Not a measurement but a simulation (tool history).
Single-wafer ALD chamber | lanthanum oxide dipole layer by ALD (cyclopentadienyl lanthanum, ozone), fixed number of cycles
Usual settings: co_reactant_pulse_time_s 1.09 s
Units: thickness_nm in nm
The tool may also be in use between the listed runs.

| run | hour | co_reactant_pulse_time_s | read-back reference wafer on the same gauge, thickness_nm | thickness_nm |
|---|---|---|---|---|
| 1 | 0 | 1.31 | 0.628 | 0.551 |
| 2 | 234.9 | 1.31 | 0.63 | 0.554 |
| 3 | 340 | 1.28 | 0.632 | 0.549 |
| 4 | 442.9 | 1.28 | 0.631 | 0.55 |
|  | 478.9 | ozone generator serviced |
| 5 | 499.7 | 1.28 | 0.633 | 0.553 |
|  | 526.8 | thermocouple changed; heater temperature recalibrated |
| 6 | 559.7 | 0.99 | 0.632 | 0.514 |
| 7 | 597.3 | 0.85 | 0.632 | 0.477 |
| 8 | 645.4 | 0.85 | 0.632 | 0.48 |
| 9 | 729.6 | 1.09 | 0.632 | 0.53 |
| 10 | 791 | 1.09 | 0.632 | 0.528 |
| 11 | 856.2 | 1.09 | 0.633 | 0.53 |
| 12 | 924.2 | 1.09 | 0.634 | 0.526 |
| 13 | 985.6 | 1.09 | 0.633 | 0.531 |
|  | 1122.8 | showerhead replaced |
| 14 | 1265.6 | 0.88 | 0.633 | 0.491 |
|  | 1311.5 | ozone generator serviced |
| 15 | 1362.8 | 1.09 | 0.634 | 0.534 |
| 16 | 1469.4 | 0.91 | 0.635 | 0.497 |
| 17 | 1506.8 | 0.94 | 0.635 | 0.504 |
|  | 1530.4 | thermocouple changed; heater temperature recalibrated |
| 18 | 1550.8 | 0.73 | 0.634 | 0.448 |
| 19 | 1601.1 | 1.09 | 0.636 | 0.53 |
| 20 | 1691.9 | 1.51 | 0.634 | 0.571 |
| 21 | 1754.2 | 1.09 | 0.635 | 0.531 |
| 22 | 1848.2 | 0.76 | 0.635 | 0.455 |
| 23 | 1939.7 | 1.4 | 0.634 | 0.565 |
|  | 1972.2 | gauge calibrated |
| 24 | 2043.3 | 1.4 | 0.619 | 0.551 |
| 25 | 2118.1 | 0.93 | 0.62 | 0.488 |
|  | 2150.6 | ozone generator serviced |
| 26 | 2196.3 | 0.65 | 0.621 | 0.406 |
| 27 | 2254.2 | 1.33 | 0.623 | 0.548 |
| 28 | 2298.1 | 1.26 | 0.624 | 0.538 |
| 29 | 2354.4 | 1.09 | 0.623 | 0.519 |
| 30 | 2410.9 | 1.09 | 0.625 | 0.522 |
|  | 2423.7 | thermocouple changed; heater temperature recalibrated |
| 31 | 2517.9 | 0.66 | 0.625 | 0.412 |
| 32 | 2563.5 | 0.87 | 0.626 | 0.482 |
| 33 | 2639.9 | 0.78 | 0.626 | 0.456 |
| 34 | 2692.4 | 0.8 | 0.626 | 0.463 |

4 ways to go on from here, each from the tool as it stands after run 34. What would each give?
| A | 2692.8 | 1.09 | ? | ? |
| B | 2692.8 | 1.23 | ? | ? |
| C | 2692.8 | 0.89 | ? | ? |
| D | 2692.8 | 1.2 | ? | ? |

| run | read-back reference wafer on the same gauge, thickness_nm | thickness_nm |
|---|---|---|
| A | 0.626 | 0.522 |
| B | 0.626 | 0.54 |
| C | 0.626 | 0.484 |
| D | 0.626 | 0.537 |
Without the tool's hidden state the same runs would have given:
| run | thickness_nm |
|---|---|
| A | 0.519 |
| B | 0.537 |
| C | 0.481 |
| D | 0.533 |
